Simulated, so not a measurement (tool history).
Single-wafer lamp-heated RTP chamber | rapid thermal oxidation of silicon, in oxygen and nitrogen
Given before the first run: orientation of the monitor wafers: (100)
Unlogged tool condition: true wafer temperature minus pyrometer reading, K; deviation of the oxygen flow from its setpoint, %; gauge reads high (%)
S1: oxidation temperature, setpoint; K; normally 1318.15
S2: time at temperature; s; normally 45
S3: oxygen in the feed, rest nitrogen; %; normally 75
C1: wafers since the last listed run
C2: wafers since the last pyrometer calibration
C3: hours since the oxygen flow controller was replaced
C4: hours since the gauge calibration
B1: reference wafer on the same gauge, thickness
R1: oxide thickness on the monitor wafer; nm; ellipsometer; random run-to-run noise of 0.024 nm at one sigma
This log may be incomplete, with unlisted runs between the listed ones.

| run | hour | S1 | S2 | S3 | C1 | C2 | C3 | C4 | B1 | R1 |
|---|---|---|---|---|---|---|---|---|---|---|
| 1 | 0 | 1307.15 | 45 | 75 | 0 | 4605 | 4427.3 | 139.9 | 7.972 | 6.457 |
| 2 | 67 | 1342.15 | 45 | 75 | 672 | 5278 | 4494.3 | 206.9 | 7.984 | 8.219 |
| 3 | 102.9 | 1342.15 | 45 | 75 | 360 | 5639 | 4530.2 | 242.8 | 7.976 | 8.215 |
| 4 | 134.4 | 1318.15 | 45 | 75 | 316 | 5955 | 4561.7 | 274.3 | 7.979 | 7.057 |
| 5 | 173 | 1318.15 | 45 | 75 | 387 | 6343 | 4600.3 | 312.9 | 7.978 | 7.076 |
| 6 | 194.7 | 1318.15 | 45 | 75 | 217 | 6560 | 4622 | 334.6 | 7.981 | 7.067 |
| 7 | 216.2 | 1318.15 | 45 | 88 | 215 | 6776 | 4643.5 | 356.1 | 7.982 | 7.483 |
|  | 246.3 | pyrometer window cleaned and pyrometer calibrated |
| 8 | 251.5 | 1318.15 | 45 | 88 | 274 | 52 | 4678.8 | 391.4 | 7.985 | 7.347 |
| 9 | 267.8 | 1318.15 | 45 | 88 | 163 | 216 | 4695.1 | 407.7 | 7.98 | 7.344 |
|  | 294.4 | oxygen flow controller replaced |
| 10 | 340 | 1310.15 | 45 | 75 | 644 | 861 | 45.6 | 479.9 | 7.979 | 6.553 |
|  | 353.5 | gauge calibrated |
| 11 | 363.9 | 1336.15 | 45 | 75 | 240 | 1101 | 69.5 | 10.4 | 7.982 | 7.845 |
| 12 | 387.7 | 1333.15 | 34 | 98 | 239 | 1340 | 93.3 | 34.2 | 7.982 | 7.514 |
| 13 | 422.6 | 1336.15 | 45 | 75 | 350 | 1690 | 128.2 | 69.1 | 7.983 | 7.815 |
| 14 | 440.5 | 1318.15 | 45 | 49 | 179 | 1870 | 146.1 | 87 | 7.983 | 5.954 |
| 15 | 473.9 | 1318.15 | 45 | 75 | 335 | 2205 | 179.5 | 120.4 | 7.98 | 6.913 |
| 16 | 533.5 | 1326.15 | 54 | 75 | 598 | 2804 | 239.1 | 180 | 7.985 | 7.973 |
| 17 | 565.3 | 1336.15 | 36 | 75 | 319 | 3123 | 270.9 | 211.8 | 7.984 | 7.151 |
| 18 | 590.1 | 1318.15 | 45 | 53 | 249 | 3372 | 295.7 | 236.6 | 7.983 | 6.165 |

Below, some changes in R1 between adjacent runs. For each, the amount present without the hidden state too (settings, incoming material, random variation) and the amount remaining for the hidden state with gauge scatter not shared by both compared results:
Run 7 -> 8: pyrometer window cleaned and pyrometer calibrated. R1 -0.136 nm: hidden state -0.169, all else +0.033.
Run 13 -> 14: S1 1336.15 -> 1318.15, S3 75 -> 49. R1 -1.861 nm: hidden state -0.011, all else -1.85.

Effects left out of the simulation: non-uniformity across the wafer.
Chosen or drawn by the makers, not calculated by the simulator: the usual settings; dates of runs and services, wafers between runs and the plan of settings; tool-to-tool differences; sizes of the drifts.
